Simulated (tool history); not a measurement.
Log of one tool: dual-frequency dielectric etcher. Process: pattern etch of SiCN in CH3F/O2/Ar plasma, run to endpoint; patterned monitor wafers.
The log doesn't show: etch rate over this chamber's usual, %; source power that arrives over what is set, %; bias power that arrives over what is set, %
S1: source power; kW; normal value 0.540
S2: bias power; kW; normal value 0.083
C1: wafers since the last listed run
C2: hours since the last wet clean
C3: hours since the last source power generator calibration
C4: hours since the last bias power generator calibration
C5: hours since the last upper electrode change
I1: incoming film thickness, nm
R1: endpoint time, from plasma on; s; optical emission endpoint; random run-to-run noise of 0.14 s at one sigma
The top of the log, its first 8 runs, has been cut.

{"run": 9, "hour": 97.5, "S1": 0.54, "S2": 0.083, "C1": 133, "C2": 409.6, "C3": 3353.2, "C4": 2087.3, "C5": 4305.8, "I1": 13.04, "R1": 27.1}
{"run": 10, "hour": 109.3, "S1": 0.54, "S2": 0.083, "C1": 235, "C2": 421.4, "C3": 3365.0, "C4": 2099.1, "C5": 4317.6, "I1": 12.97, "R1": 26.7}
{"hour": 134.8, "done": "upper electrode replaced"}
{"run": 11, "hour": 135.3, "S1": 0.54, "S2": 0.069, "C1": 39, "C2": 447.4, "C3": 3391.0, "C4": 2125.1, "C5": 0.5, "I1": 13.05, "R1": 28.2}
{"run": 12, "hour": 135.6, "S1": 0.54, "S2": 0.069, "C1": 5, "C2": 447.7, "C3": 3391.3, "C4": 2125.4, "C5": 0.8, "I1": 12.93, "R1": 27.9}
{"run": 13, "hour": 140.0, "S1": 0.54, "S2": 0.069, "C1": 87, "C2": 452.1, "C3": 3395.7, "C4": 2129.8, "C5": 5.2, "I1": 12.93, "R1": 27.8}
{"run": 14, "hour": 155.8, "S1": 0.54, "S2": 0.094, "C1": 314, "C2": 467.9, "C3": 3411.5, "C4": 2145.6, "C5": 21.0, "I1": 13.02, "R1": 26.1}
{"run": 15, "hour": 169.8, "S1": 0.54, "S2": 0.083, "C1": 279, "C2": 481.9, "C3": 3425.5, "C4": 2159.6, "C5": 35.0, "I1": 13.01, "R1": 26.9}
{"run": 16, "hour": 177.5, "S1": 0.54, "S2": 0.083, "C1": 153, "C2": 489.6, "C3": 3433.2, "C4": 2167.3, "C5": 42.7, "I1": 12.92, "R1": 26.6}
{"run": 17, "hour": 189.9, "S1": 0.5, "S2": 0.083, "C1": 247, "C2": 502.0, "C3": 3445.6, "C4": 2179.7, "C5": 55.1, "I1": 12.94, "R1": 27.5}
{"run": 18, "hour": 204.8, "S1": 0.54, "S2": 0.083, "C1": 296, "C2": 516.9, "C3": 3460.5, "C4": 2194.6, "C5": 70.0, "I1": 12.86, "R1": 26.2}
{"run": 19, "hour": 216.9, "S1": 0.41, "S2": 0.071, "C1": 241, "C2": 529.0, "C3": 3472.6, "C4": 2206.7, "C5": 82.1, "I1": 13.01, "R1": 31.8}
{"run": 20, "hour": 224.2, "S1": 0.46, "S2": 0.099, "C1": 145, "C2": 536.3, "C3": 3479.9, "C4": 2214.0, "C5": 89.4, "I1": 12.89, "R1": 27.3}
{"hour": 258.7, "done": "wet clean of the chamber"}
{"run": 21, "hour": 259.2, "S1": 0.66, "S2": 0.099, "C1": 219, "C2": 0.5, "C3": 3514.9, "C4": 2249.0, "C5": 124.4, "I1": 12.89, "R1": 23.7}
{"run": 22, "hour": 259.5, "S1": 0.48, "S2": 0.066, "C1": 5, "C2": 0.8, "C3": 3515.2, "C4": 2249.3, "C5": 124.7, "I1": 12.9, "R1": 30.4}
{"run": 23, "hour": 267.2, "S1": 0.41, "S2": 0.101, "C1": 153, "C2": 8.5, "C3": 3522.9, "C4": 2257.0, "C5": 132.4, "I1": 13.0, "R1": 30.1}
{"run": 24, "hour": 274.4, "S1": 0.5, "S2": 0.103, "C1": 143, "C2": 15.7, "C3": 3530.1, "C4": 2264.2, "C5": 139.6, "I1": 13.02, "R1": 27.4}
{"hour": 285.3, "done": "bias power generator calibrated"}
{"run": 25, "hour": 292.1, "S1": 0.54, "S2": 0.083, "C1": 273, "C2": 33.4, "C3": 3547.8, "C4": 6.8, "C5": 157.3, "I1": 13.12, "R1": 27.8}
{"run": 26, "hour": 305.1, "S1": 0.5, "S2": 0.093, "C1": 259, "C2": 46.4, "C3": 3560.8, "C4": 19.8, "C5": 170.3, "I1": 12.93, "R1": 27.5}
{"hour": 311.3, "done": "source power generator calibrated"}
{"run": 27, "hour": 312.5, "S1": 0.54, "S2": 0.077, "C1": 67, "C2": 53.8, "C3": 1.2, "C4": 27.2, "C5": 177.7, "I1": 13.14, "R1": 28.1}
{"run": 28, "hour": 329.5, "S1": 0.54, "S2": 0.083, "C1": 338, "C2": 70.8, "C3": 18.2, "C4": 44.2, "C5": 194.7, "I1": 13.07, "R1": 27.8}
{"run": 29, "hour": 337.8, "S1": 0.47, "S2": 0.083, "C1": 165, "C2": 79.1, "C3": 26.5, "C4": 52.5, "C5": 203.0, "I1": 12.83, "R1": 28.9}

The next listed run, before its measurement:
{"run": 30, "hour": 354.1, "S1": 0.61, "S2": 0.1, "C1": 324, "C2": 95.4, "C3": 42.8, "C4": 68.8, "C5": 219.3, "I1": 12.83, "R1": "?"}

Run 30 gave R1 24.4 s.
If the tool had no hidden condition, the same run with the same run-to-run variation would have returned R1 24.6 s.
